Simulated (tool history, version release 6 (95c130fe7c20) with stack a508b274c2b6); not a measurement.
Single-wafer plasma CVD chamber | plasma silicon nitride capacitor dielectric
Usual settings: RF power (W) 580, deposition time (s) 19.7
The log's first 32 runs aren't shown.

run,hour,RF power (W),deposition time (s),"read-back reference wafer on the same gauge, thickness_nm",mean film thickness on the monitor wafer (angstrom)
33,2394.5,580,19.7,27.637,316.68
34,2461.5,580,19.7,27.714,316.53
35,2508.7,580,19.7,27.762,318.69
36,2547.0,645,18.5,27.835,311.16
37,2637.9,650,16.7,27.886,282.88
38,2690.5,620,16.4,27.890,272.29
39,2760.5,690,22.3,27.969,385.10
40,3005.8,580,19.7,28.056,318.26
41,3061.1,670,19.7,28.064,339.90
42,3239.0,540,19.7,28.167,313.05
43,3293.5,580,17.5,28.185,287.57
44,3369.4,555,19.7,28.262,316.02

Forecast each of these 4 alternatives for the next run:
A,3369.8,650,19.7,?,?
B,3369.8,530,18.2,?,?
C,3369.8,520,23.0,?,?
D,3369.8,470,21.1,?,?

run,"read-back reference wafer on the same gauge, thickness_nm",mean film thickness on the monitor wafer (angstrom)
A,28.213,335.51
B,28.213,287.39
C,28.213,360.57
D,28.213,318.08
Without the tool's hidden state the same runs would have given:
run,mean film thickness on the monitor wafer (angstrom)
A,325.80
B,279.08
C,350.13
D,308.88
